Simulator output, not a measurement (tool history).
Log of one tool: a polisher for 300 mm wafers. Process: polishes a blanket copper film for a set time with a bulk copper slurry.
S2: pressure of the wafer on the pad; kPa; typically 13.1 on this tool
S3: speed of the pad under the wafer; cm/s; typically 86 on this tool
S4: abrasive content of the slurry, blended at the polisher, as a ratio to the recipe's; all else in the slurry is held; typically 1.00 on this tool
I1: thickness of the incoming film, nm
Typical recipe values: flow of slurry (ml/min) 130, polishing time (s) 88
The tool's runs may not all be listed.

Run 1, hour 0.0: usual settings but flow of slurry (ml/min) 145; I1 2513.1. Result: film removed (angstrom) 5625.
At hour 86.9: worn pad replaced by a new one.
Run 2, hour 99.0: usual settings; I1 2544.1. Result: film removed (angstrom) 5553.
At hour 102.0: slurry nozzle cleaned.
At hour 163.2: slurry blender recalibrated.
At hour 196.0: head pressure recalibrated.
Run 3, hour 211.7: usual settings; I1 2523.5. Result: film removed (angstrom) 5231.
Run 4, hour 248.1: usual settings; I1 2535.6. Result: film removed (angstrom) 5070.
Run 5, hour 443.2: usual settings; I1 2478.9. Result: film removed (angstrom) 5332.
Run 6, hour 536.2: usual settings but S2 15.2 kPa, S4 0.85; I1 2526.5. Result: film removed (angstrom) 6008.
Run 7, hour 643.6: usual settings but S2 14.5 kPa; I1 2470.7. Result: film removed (angstrom) 6007.
Run 8, hour 695.7: usual settings but flow of slurry (ml/min) 140; I1 2488.6. Result: film removed (angstrom) 5663.
At hour 722.4: slurry nozzle cleaned.
Run 9, hour 792.7: usual settings but flow of slurry (ml/min) 85, S2 14.5 kPa, S4 0.80, polishing time (s) 97; I1 2531.5. Result: film removed (angstrom) 5785.
At hour 795.8: head pressure recalibrated.
At hour 823.8: slurry blender recalibrated.
At hour 862.1: worn pad replaced by a new one.
Run 10, hour 896.3: usual settings but S2 11.0 kPa; I1 2502.3. Result: film removed (angstrom) 4592.
Run 11, hour 959.0: usual settings but flow of slurry (ml/min) 140; I1 2504.8. Result: film removed (angstrom) 5410.
Run 12, hour 996.1: usual settings but flow of slurry (ml/min) 95, S4 1.25; I1 2495.7. Result: film removed (angstrom) 5089.
Run 13, hour 1087.9: usual settings but S2 11.7 kPa, polishing time (s) 113; I1 2564.5. Result: film removed (angstrom) 6407.
Run 14, hour 1227.2: usual settings but S3 94 cm/s, S4 1.10; I1 2475.7. Result: film removed (angstrom) 6053.
Run 15, hour 1280.4: usual settings but flow of slurry (ml/min) 155, S2 10.3 kPa, S3 110 cm/s, polishing time (s) 98; I1 2454.7. Result: film removed (angstrom) 6817.
Run 16, hour 1335.3: usual settings; I1 2504.3. Result: film removed (angstrom) 5497.
At hour 1404.8: head pressure recalibrated.
Run 17, hour 1418.4: usual settings but S3 106 cm/s, S4 1.15; I1 2497.9. Result: film removed (angstrom) 6292.
At hour 1422.9: slurry blender recalibrated.
At hour 1442.3: slurry nozzle cleaned.
Run 18, hour 1506.8: usual settings; I1 2515.2. Result: film removed (angstrom) 5301.
At hour 1520.1: worn pad replaced by a new one.
Run 19, hour 1563.0: usual settings; I1 2510.9. Result: film removed (angstrom) 5294.
Run 20, hour 1656.2: usual settings but flow of slurry (ml/min) 145, S3 56 cm/s, S4 0.80, polishing time (s) 59; I1 2494.4. Result: film removed (angstrom) 2456.
Run 21, hour 1725.3: usual settings but flow of slurry (ml/min) 95, S2 11.0 kPa, S4 1.15, polishing time (s) 76; I1 2470.0. Result: film removed (angstrom) 3932.
Run 22, hour 1764.0: usual settings but polishing time (s) 68; I1 2506.8. Result: film removed (angstrom) 4216.
Run 23, hour 1827.9: usual settings but S2 10.3 kPa, S4 0.70; I1 2519.0. Result: film removed (angstrom) 4379.
Run 24, hour 1919.4: usual settings; I1 2498.2. Result: film removed (angstrom) 5712.
Run 25, hour 1963.8: usual settings but S2 9.7 kPa, polishing time (s) 104; I1 2510.5. Result: film removed (angstrom) 5247.
At hour 2014.5: slurry blender recalibrated.
Run 26, hour 2051.2: usual settings; I1 2548.7. Result: film removed (angstrom) 5749.
At hour 2065.5: slurry nozzle cleaned.
At hour 2094.3: head pressure recalibrated.
Run 27, hour 2108.7: usual settings but flow of slurry (ml/min) 115, S2 17.2 kPa, polishing time (s) 99; I1 2521.8. Result: film removed (angstrom) 7303.
Run 28, hour 2147.7: usual settings but S2 16.5 kPa, S3 110 cm/s, polishing time (s) 59; I1 2507.1. Result: film removed (angstrom) 5371.
At hour 2162.6: worn pad replaced by a new one.
Run 29, hour 2290.9: usual settings but flow of slurry (ml/min) 110, S2 10.3 kPa, S3 104 cm/s, polishing time (s) 113; I1 2513.3. Result: film removed (angstrom) 6772.

Consider 5 possible next runs. They are alternatives, not a sequence: every one starts from the tool as it was left by run 29. What does each give?
Run A, hour 2291.3: usual settings but S4 1.30; I1 2506.2. Result: film removed (angstrom) ?.
Run B, hour 2291.3: usual settings but flow of slurry (ml/min) 170, S4 1.20; I1 2506.2. Result: film removed (angstrom) ?.
Run C, hour 2291.3: usual settings but S3 106 cm/s; I1 2506.2. Result: film removed (angstrom) ?.
Run D, hour 2291.3: usual settings but flow of slurry (ml/min) 170; I1 2506.2. Result: film removed (angstrom) ?.
Run E, hour 2291.3: usual settings but S2 15.9 kPa; I1 2506.2. Result: film removed (angstrom) ?.

run  film removed (angstrom)
  A                     5579
  B                     5806
  C                     6563
  D                     5679
  E                     6247
Without the tool's hidden state the same runs would have given:
run  film removed (angstrom)
  A                     5440
  B                     5660
  C                     6399
  D                     5537
  E                     6091

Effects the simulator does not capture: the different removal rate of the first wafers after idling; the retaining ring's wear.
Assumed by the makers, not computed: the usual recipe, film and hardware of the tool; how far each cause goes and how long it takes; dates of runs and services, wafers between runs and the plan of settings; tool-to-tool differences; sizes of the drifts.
